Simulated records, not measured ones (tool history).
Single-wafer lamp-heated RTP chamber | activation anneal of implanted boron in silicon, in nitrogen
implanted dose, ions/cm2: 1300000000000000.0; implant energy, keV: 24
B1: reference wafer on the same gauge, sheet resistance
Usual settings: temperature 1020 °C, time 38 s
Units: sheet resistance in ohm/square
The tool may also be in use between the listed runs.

Run 1, hour 0: usual settings but time 53 s; B1 97.02. Result: sheet resistance 102.08 ohm/square.
Run 2, hour 31.1: usual settings; B1 97.02. Result: sheet resistance 102.9 ohm/square.
Run 3, hour 60.9: usual settings but temperature 1005 °C; B1 96.98. Result: sheet resistance 104.56 ohm/square.
Run 4, hour 96.2: usual settings but temperature 1005 °C; B1 97.01. Result: sheet resistance 104.66 ohm/square.
Run 5, hour 191.6: usual settings; B1 96.99. Result: sheet resistance 102.54 ohm/square.
Run 6, hour 218.9: usual settings; B1 96.98. Result: sheet resistance 102.6 ohm/square.
Run 7, hour 231.7: usual settings; B1 96.96. Result: sheet resistance 102.34 ohm/square.
Run 8, hour 326.9: usual settings but temperature 1040 °C; B1 96.96. Result: sheet resistance 100.86 ohm/square.
Run 9, hour 344.6: usual settings but temperature 1040 °C; B1 97.02. Result: sheet resistance 100.7 ohm/square.
At hour 354.1: pyrometer window cleaned and pyrometer calibrated.
Run 10, hour 378.7: usual settings; B1 96.97. Result: sheet resistance 102.36 ohm/square.
At hour 389.8: gauge calibrated.
Run 11, hour 397.2: usual settings but temperature 1035 °C, time 18 s; B1 96.97. Result: sheet resistance 101.71 ohm/square.
At hour 416.7: reflector plate cleaned.
Run 12, hour 423.9: usual settings but temperature 1050 °C, time 56 s; B1 97.05. Result: sheet resistance 100.03 ohm/square.
Run 13, hour 444.6: usual settings but temperature 999 °C, time 56 s; B1 97.01. Result: sheet resistance 105.66 ohm/square.
Run 14, hour 480: usual settings; B1 96.97. Result: sheet resistance 103.34 ohm/square.
Run 15, hour 512: usual settings but temperature 1050 °C; B1 97.01. Result: sheet resistance 100.42 ohm/square.
Run 16, hour 583.5: usual settings; B1 96.97. Result: sheet resistance 102.95 ohm/square.
Run 17, hour 597: usual settings; B1 96.96. Result: sheet resistance 102.67 ohm/square.
Run 18, hour 624.8: usual settings but temperature 1044 °C; B1 97.03. Result: sheet resistance 100.43 ohm/square.
Run 19, hour 646: usual settings but temperature 1008 °C, time 57 s; B1 96.96. Result: sheet resistance 103.3 ohm/square.
Run 20, hour 681.7: usual settings but time 46 s; B1 97. Result: sheet resistance 102.08 ohm/square.
Run 21, hour 704.4: usual settings but temperature 1033 °C, time 31 s; B1 97.01. Result: sheet resistance 101.8 ohm/square.

Forecast each of these 4 alternatives for the next run:
Run A, hour 704.8: usual settings; B1 ?. Result: sheet resistance ?.
Run B, hour 704.8: usual settings but time 30 s; B1 ?. Result: sheet resistance ?.
Run C, hour 704.8: usual settings but temperature 1010 °C, time 59 s; B1 ?. Result: sheet resistance ?.
Run D, hour 704.8: usual settings but temperature 994 °C; B1 ?. Result: sheet resistance ?.

run  B1  sheet resistance
  A  97            102.88
  B  97            103.26
  C  97            103.22
  D  97            107.07
Without the tool's hidden state the same runs would have given:
run  sheet resistance
  A            103.45
  B            103.86
  C            103.93
  D            108.57
